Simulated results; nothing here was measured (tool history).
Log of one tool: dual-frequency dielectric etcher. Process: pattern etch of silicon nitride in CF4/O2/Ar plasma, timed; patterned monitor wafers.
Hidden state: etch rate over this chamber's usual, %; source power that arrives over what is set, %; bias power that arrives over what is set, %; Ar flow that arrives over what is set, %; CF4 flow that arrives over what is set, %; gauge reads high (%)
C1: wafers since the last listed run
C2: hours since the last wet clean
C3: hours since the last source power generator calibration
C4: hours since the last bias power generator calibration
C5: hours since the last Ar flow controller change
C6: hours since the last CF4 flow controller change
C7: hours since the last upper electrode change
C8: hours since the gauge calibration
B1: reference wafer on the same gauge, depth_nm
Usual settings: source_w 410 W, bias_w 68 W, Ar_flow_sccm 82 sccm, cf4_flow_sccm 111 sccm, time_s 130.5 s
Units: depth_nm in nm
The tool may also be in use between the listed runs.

{"run": 1, "hour": 0.0, "source_w": 320, "bias_w": 79, "Ar_flow_sccm": 82, "cf4_flow_sccm": 134, "time_s": 106, "C1": 0, "C2": 394.1, "C3": 1954.9, "C4": 104.5, "C5": 4904.1, "C6": 4927.9, "C7": 5836.9, "C8": 1311.1, "B1": 293.8, "depth_nm": 198.2}
{"hour": 66.9, "done": "wet clean of the chamber"}
{"hour": 90.0, "done": "gauge calibrated"}
{"run": 2, "hour": 95.9, "source_w": 460, "bias_w": 81, "Ar_flow_sccm": 70, "cf4_flow_sccm": 125, "time_s": 130.5, "C1": 670, "C2": 29, "C3": 2050.8, "C4": 200.4, "C5": 5000, "C6": 5023.8, "C7": 5932.8, "C8": 5.9, "B1": 293.7, "depth_nm": 341.8}
{"hour": 120.1, "done": "upper electrode replaced"}
{"run": 3, "hour": 120.6, "source_w": 340, "bias_w": 68, "Ar_flow_sccm": 89, "cf4_flow_sccm": 123, "time_s": 130.5, "C1": 6, "C2": 53.7, "C3": 2075.5, "C4": 225.1, "C5": 5024.7, "C6": 5048.5, "C7": 0.5, "C8": 30.6, "B1": 293.6, "depth_nm": 221.2}
{"run": 4, "hour": 130.2, "source_w": 410, "bias_w": 68, "Ar_flow_sccm": 82, "cf4_flow_sccm": 111, "time_s": 106, "C1": 89, "C2": 63.3, "C3": 2085.1, "C4": 234.7, "C5": 5034.3, "C6": 5058.1, "C7": 10.1, "C8": 40.2, "B1": 293.3, "depth_nm": 214.9}
{"run": 5, "hour": 156.3, "source_w": 470, "bias_w": 54, "Ar_flow_sccm": 82, "cf4_flow_sccm": 126, "time_s": 167, "C1": 243, "C2": 89.4, "C3": 2111.2, "C4": 260.8, "C5": 5060.4, "C6": 5084.2, "C7": 36.2, "C8": 66.3, "B1": 294, "depth_nm": 342.2}
{"hour": 180.9, "done": "CF4 flow controller replaced"}
{"run": 6, "hour": 186.5, "source_w": 380, "bias_w": 68, "Ar_flow_sccm": 82, "cf4_flow_sccm": 111, "time_s": 130.5, "C1": 225, "C2": 119.6, "C3": 2141.4, "C4": 291, "C5": 5090.6, "C6": 5.6, "C7": 66.4, "C8": 96.5, "B1": 293.9, "depth_nm": 253.4}
{"hour": 213.1, "done": "source power generator calibrated"}
{"run": 7, "hour": 221.1, "source_w": 410, "bias_w": 68, "Ar_flow_sccm": 82, "cf4_flow_sccm": 111, "time_s": 130.5, "C1": 285, "C2": 154.2, "C3": 8, "C4": 325.6, "C5": 5125.2, "C6": 40.2, "C7": 101, "C8": 131.1, "B1": 293.8, "depth_nm": 270.7}
{"run": 8, "hour": 240.0, "source_w": 350, "bias_w": 68, "Ar_flow_sccm": 76, "cf4_flow_sccm": 126, "time_s": 130.5, "C1": 176, "C2": 173.1, "C3": 26.9, "C4": 344.5, "C5": 5144.1, "C6": 59.1, "C7": 119.9, "C8": 150, "B1": 294.3, "depth_nm": 239.4}
{"hour": 258.7, "done": "Ar flow controller replaced"}
{"run": 9, "hour": 261.7, "source_w": 410, "bias_w": 68, "Ar_flow_sccm": 82, "cf4_flow_sccm": 111, "time_s": 130.5, "C1": 146, "C2": 194.8, "C3": 48.6, "C4": 366.2, "C5": 3, "C6": 80.8, "C7": 141.6, "C8": 171.7, "B1": 293.5, "depth_nm": 272.3}
{"run": 10, "hour": 297.1, "source_w": 350, "bias_w": 73, "Ar_flow_sccm": 82, "cf4_flow_sccm": 129, "time_s": 130.5, "C1": 330, "C2": 230.2, "C3": 84, "C4": 401.6, "C5": 38.4, "C6": 116.2, "C7": 177, "C8": 207.1, "B1": 294, "depth_nm": 253.3}
{"run": 11, "hour": 317.3, "source_w": 410, "bias_w": 68, "Ar_flow_sccm": 82, "cf4_flow_sccm": 111, "time_s": 130.5, "C1": 188, "C2": 250.4, "C3": 104.2, "C4": 421.8, "C5": 58.6, "C6": 136.4, "C7": 197.2, "C8": 227.3, "B1": 293.4, "depth_nm": 270.1}
{"run": 12, "hour": 332.2, "source_w": 410, "bias_w": 55, "Ar_flow_sccm": 82, "cf4_flow_sccm": 134, "time_s": 130.5, "C1": 138, "C2": 265.3, "C3": 119.1, "C4": 436.7, "C5": 73.5, "C6": 151.3, "C7": 212.1, "C8": 242.2, "B1": 293.2, "depth_nm": 246.2}
{"run": 13, "hour": 346.6, "source_w": 330, "bias_w": 68, "Ar_flow_sccm": 92, "cf4_flow_sccm": 111, "time_s": 118, "C1": 134, "C2": 279.7, "C3": 133.5, "C4": 451.1, "C5": 87.9, "C6": 165.7, "C7": 226.5, "C8": 256.6, "B1": 293.8, "depth_nm": 197.6}
{"run": 14, "hour": 370.3, "source_w": 320, "bias_w": 77, "Ar_flow_sccm": 68, "cf4_flow_sccm": 111, "time_s": 130.5, "C1": 221, "C2": 303.4, "C3": 157.2, "C4": 474.8, "C5": 111.6, "C6": 189.4, "C7": 250.2, "C8": 280.3, "B1": 294.5, "depth_nm": 235.4}
{"run": 15, "hour": 397.2, "source_w": 410, "bias_w": 68, "Ar_flow_sccm": 88, "cf4_flow_sccm": 111, "time_s": 130.5, "C1": 250, "C2": 330.3, "C3": 184.1, "C4": 501.7, "C5": 138.5, "C6": 216.3, "C7": 277.1, "C8": 307.2, "B1": 294.4, "depth_nm": 273.5}
{"run": 16, "hour": 423.0, "source_w": 410, "bias_w": 82, "Ar_flow_sccm": 68, "cf4_flow_sccm": 102, "time_s": 166.5, "C1": 240, "C2": 356.1, "C3": 209.9, "C4": 527.5, "C5": 164.3, "C6": 242.1, "C7": 302.9, "C8": 333, "B1": 293.5, "depth_nm": 393.9}
{"run": 17, "hour": 457.1, "source_w": 410, "bias_w": 68, "Ar_flow_sccm": 82, "cf4_flow_sccm": 111, "time_s": 130.5, "C1": 317, "C2": 390.2, "C3": 244, "C4": 561.6, "C5": 198.4, "C6": 276.2, "C7": 337, "C8": 367.1, "B1": 294, "depth_nm": 277.7}
{"run": 18, "hour": 483.9, "source_w": 410, "bias_w": 57, "Ar_flow_sccm": 88, "cf4_flow_sccm": 98, "time_s": 103.5, "C1": 249, "C2": 417, "C3": 270.8, "C4": 588.4, "C5": 225.2, "C6": 303, "C7": 363.8, "C8": 393.9, "B1": 294.7, "depth_nm": 188.4}
{"run": 19, "hour": 509.4, "source_w": 460, "bias_w": 68, "Ar_flow_sccm": 94, "cf4_flow_sccm": 121, "time_s": 130.5, "C1": 237, "C2": 442.5, "C3": 296.3, "C4": 613.9, "C5": 250.7, "C6": 328.5, "C7": 389.3, "C8": 419.4, "B1": 294.1, "depth_nm": 308}
{"run": 20, "hour": 528.8, "source_w": 440, "bias_w": 73, "Ar_flow_sccm": 82, "cf4_flow_sccm": 111, "time_s": 130.5, "C1": 180, "C2": 461.9, "C3": 315.7, "C4": 633.3, "C5": 270.1, "C6": 347.9, "C7": 408.7, "C8": 438.8, "B1": 294.4, "depth_nm": 308.8}
{"run": 21, "hour": 546.4, "source_w": 410, "bias_w": 68, "Ar_flow_sccm": 82, "cf4_flow_sccm": 111, "time_s": 130.5, "C1": 164, "C2": 479.5, "C3": 333.3, "C4": 650.9, "C5": 287.7, "C6": 365.5, "C7": 426.3, "C8": 456.4, "B1": 293.3, "depth_nm": 277}
{"run": 22, "hour": 564.5, "source_w": 410, "bias_w": 68, "Ar_flow_sccm": 82, "cf4_flow_sccm": 111, "time_s": 130.5, "C1": 168, "C2": 497.6, "C3": 351.4, "C4": 669, "C5": 305.8, "C6": 383.6, "C7": 444.4, "C8": 474.5, "B1": 294.1, "depth_nm": 280}

3 ways to go on from here, each from the tool as it stands after run 22. What would each give?
{"run": "A", "hour": 565.0, "source_w": 410, "bias_w": 68, "Ar_flow_sccm": 82, "cf4_flow_sccm": 111, "time_s": 130.5, "C1": 4, "C2": 498.1, "C3": 351.9, "C4": 669.5, "C5": 306.3, "C6": 384.1, "C7": 444.9, "C8": 475, "B1": "?", "depth_nm": "?"}
{"run": "B", "hour": 565.0, "source_w": 330, "bias_w": 78, "Ar_flow_sccm": 82, "cf4_flow_sccm": 128, "time_s": 130.5, "C1": 4, "C2": 498.1, "C3": 351.9, "C4": 669.5, "C5": 306.3, "C6": 384.1, "C7": 444.9, "C8": 475, "B1": "?", "depth_nm": "?"}
{"run": "C", "hour": 565.0, "source_w": 410, "bias_w": 85, "Ar_flow_sccm": 82, "cf4_flow_sccm": 90, "time_s": 130.5, "C1": 4, "C2": 498.1, "C3": 351.9, "C4": 669.5, "C5": 306.3, "C6": 384.1, "C7": 444.9, "C8": 475, "B1": "?", "depth_nm": "?"}

run=A B1=294.6 depth_nm=280
run=B B1=294.6 depth_nm=251.9
run=C B1=294.6 depth_nm=309.9
Without the tool's hidden state the same runs would have given:
run=A depth_nm=264.6
run=B depth_nm=238
run=C depth_nm=292.8

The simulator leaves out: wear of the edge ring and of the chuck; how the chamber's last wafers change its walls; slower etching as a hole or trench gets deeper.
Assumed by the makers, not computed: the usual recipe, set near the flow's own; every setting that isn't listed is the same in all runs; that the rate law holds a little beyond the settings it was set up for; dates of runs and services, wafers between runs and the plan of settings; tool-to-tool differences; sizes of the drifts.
